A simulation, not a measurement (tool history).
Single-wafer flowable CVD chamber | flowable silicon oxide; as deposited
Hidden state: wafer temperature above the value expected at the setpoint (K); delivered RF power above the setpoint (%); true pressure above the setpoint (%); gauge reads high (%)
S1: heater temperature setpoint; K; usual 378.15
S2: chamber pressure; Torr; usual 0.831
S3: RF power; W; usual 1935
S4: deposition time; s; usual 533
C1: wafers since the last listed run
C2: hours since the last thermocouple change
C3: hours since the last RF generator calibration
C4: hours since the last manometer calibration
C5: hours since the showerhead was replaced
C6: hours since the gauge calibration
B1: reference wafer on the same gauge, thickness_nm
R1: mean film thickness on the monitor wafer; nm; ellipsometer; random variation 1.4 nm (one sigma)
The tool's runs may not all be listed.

run     day      S1     S2    S3   S4   C1      C2      C3      C4      C5     C6       B1       R1
  1   0.000  378.15  0.831  2145  533    0  1803.8  1284.2  1414.9  6305.2  269.8  297.677  277.011
  2   2.658  378.15  0.831  2145  533  197  1867.6  1348.0  1478.7  6369.0  333.6  298.478  280.635
  3   6.346  378.15  0.831  1935  533  273  1956.1  1436.5  1567.2  6457.5  422.1  299.431  274.977
  4   8.158  378.15  0.831  1935  533  134  1999.6  1480.0  1610.7  6501.0  465.6  299.062  274.381
  5  10.746  378.15  0.831  1935  533  191  2061.7  1542.1  1672.8  6563.1  527.7  300.307  278.140
  6  14.600  378.15  0.831  1935  533  285  2154.2  1634.6  1765.3  6655.6  620.2  300.135  274.775
  7  16.917  378.15  0.831  1935  533  171  2209.8  1690.2  1820.9  6711.2  675.8  300.580  274.948
  8  20.212  378.15  0.831  1935  533  244  2288.9  1769.3  1900.0  6790.3  754.9  301.132  275.703
     23.162  -- gauge calibrated
  9  30.688  385.15  0.634  1935  578  776  2540.3  2020.7  2151.4  7041.7  180.6  296.606  171.866
 10  33.929  378.15  0.831  2170  533  240  2618.1  2098.5  2229.2  7119.5  258.4  297.718  282.237
     35.429  -- showerhead replaced
     36.546  -- RF generator calibrated
     37.788  -- thermocouple changed; heater temperature recalibrated
 11  40.283  389.15  0.831  1935  533  397    59.9    89.7  2381.7   116.5  410.9  299.519  182.476
     41.929  -- capacitance manometer re-zeroed and calibrated
 12  44.117  392.15  0.831  1935  533  259   151.9   181.7    52.5   208.5  502.9  299.710  166.405
 13  47.546  378.15  0.831  1935  533  254   234.2   264.0   134.8   290.8  585.2  300.689  274.099
 14  54.200  369.15  0.685  1935  596  493   393.9   423.7   294.5   450.5  744.9  300.805  359.281
 15  56.367  389.15  0.951  1640  635  160   445.9   475.7   346.5   502.5  796.9  301.315  239.263
     56.738  -- gauge calibrated
 16  60.058  378.15  0.831  1935  533  273   534.5   564.3   435.1   591.1   79.7  293.572  265.492
 17  62.900  378.15  0.831  2170  463  210   602.7   632.5   503.3   659.3  147.9  295.137  240.445

Forecast each of these 4 alternatives for the next run:
  A  62.921  378.15  0.831  1935  533   1  603.2  633.0  503.8  659.8  148.4   ?   ?
  B  62.921  387.15  0.884  2065  482   1  603.2  633.0  503.8  659.8  148.4   ?   ?
  C  62.921  378.15  0.670  1705  533   1  603.2  633.0  503.8  659.8  148.4   ?   ?
  D  62.921  365.15  0.632  1935  482   1  603.2  633.0  503.8  659.8  148.4   ?   ?

run       B1       R1
  A  295.159  270.925
  B  295.159  190.604
  C  295.159  210.204
  D  295.159  305.083
Without the tool's hidden state the same runs would have given:
run       R1
  A  267.229
  B  188.003
  C  207.336
  D  300.921

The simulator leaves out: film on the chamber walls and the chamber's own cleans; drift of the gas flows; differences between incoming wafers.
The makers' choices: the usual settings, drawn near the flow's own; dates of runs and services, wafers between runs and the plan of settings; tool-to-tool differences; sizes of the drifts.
